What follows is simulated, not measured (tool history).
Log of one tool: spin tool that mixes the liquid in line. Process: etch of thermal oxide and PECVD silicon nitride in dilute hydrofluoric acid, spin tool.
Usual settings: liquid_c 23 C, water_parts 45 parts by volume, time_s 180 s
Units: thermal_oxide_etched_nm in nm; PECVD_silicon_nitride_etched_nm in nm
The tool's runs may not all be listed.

run	hour	liquid_c	water_parts	time_s	wafers since the last listed run	hours since the thermometer was replaced	hours since the hydrofluoric acid flow meter was replaced	hours since the gauge calibration	read-back film thickness of the thermal oxide reference wafer, read on the same gauge (nm)	read-back film thickness of the PECVD silicon nitride reference wafer, read on the same gauge (nm)	thermal_oxide_etched_nm	PECVD_silicon_nitride_etched_nm
1	0	21.5	45	180	0	1512.8	855.7	93.7	149.99	99.98	20.57	12.23
2	9	21.5	45	180	39	1521.8	864.7	102.7	150.02	100.03	20.51	12.43
3	24.3	23	45	180	67	1537.1	880	118	149.98	100.01	21.94	13.96
4	36.2	23	45	180	52	1549	891.9	129.9	149.97	100	22.13	13.58
5	53.8	23	45	180	77	1566.6	909.5	147.5	149.99	99.98	21.94	13.89
6	66.8	23	45	180	57	1579.6	922.5	160.5	149.97	99.95	21.95	13.67
7	81	23	35	180	62	1593.8	936.7	174.7	150.01	100	28.52	17.69
8	91.9	23	35	180	47	1604.7	947.6	185.6	149.99	99.98	28.62	17.81
# hour 94.6: gauge calibrated
# hour 97.8: hydrofluoric acid flow meter replaced
9	104.5	23	45	180	50	1617.3	6.7	9.9	150.01	100.02	21.96	13.57
10	110.9	23	45	180	28	1623.7	13.1	16.3	149.99	100	21.77	13.82
11	127	23	45	180	70	1639.8	29.2	32.4	150.01	99.99	21.79	13.61
12	143.1	23	45	180	70	1655.9	45.3	48.5	150.01	100.01	21.9	13.79
13	158.2	23	45	180	66	1671	60.4	63.6	149.97	100.03	21.88	13.54
14	170.4	23	45	180	53	1683.2	72.6	75.8	150.02	100.01	21.91	13.71
15	187.7	23	45	180	75	1700.5	89.9	93.1	150	99.99	21.79	13.69
# hour 191: thermometer replaced
16	195.1	21	45	125	28	4.1	97.3	100.5	150	100	14.12	8.3
17	206.2	27.5	35	180	48	15.2	108.4	111.6	149.99	100	34.42	23.88
18	216.4	23	25	180	44	25.4	118.6	121.8	149.99	99.98	40.67	24.19
19	233.1	27.5	35	180	73	42.1	135.3	138.5	149.98	100.01	34.57	23.49
20	240.2	23	30	130	31	49.2	142.4	145.6	150.01	99.99	24.29	14.64
# hour 248: gauge calibrated
21	251.6	23	65	280	50	60.6	153.8	3.6	150	99.98	23.13	15.04
22	263.1	23	35	270	50	72.1	165.3	15.1	150	99.98	43.17	25.94
23	271	27	35	180	34	80	173.2	23	150	99.97	33.75	22.91

Forecast run 24:
24	281.2	27	30	180	44	90.2	183.4	33.2	?	?	?	?

{"run 24": {"read-back film thickness of the thermal oxide reference wafer, read on the same gauge (nm)": 150.01, "read-back film thickness of the PECVD silicon nitride reference wafer, read on the same gauge (nm)": 99.99, "thermal_oxide_etched_nm": 39.96, "PECVD_silicon_nitride_etched_nm": 26.24}}
Without the tool's hidden state the same run would have given thermal_oxide_etched_nm 39.96 nm, PECVD_silicon_nitride_etched_nm 26.24 nm.

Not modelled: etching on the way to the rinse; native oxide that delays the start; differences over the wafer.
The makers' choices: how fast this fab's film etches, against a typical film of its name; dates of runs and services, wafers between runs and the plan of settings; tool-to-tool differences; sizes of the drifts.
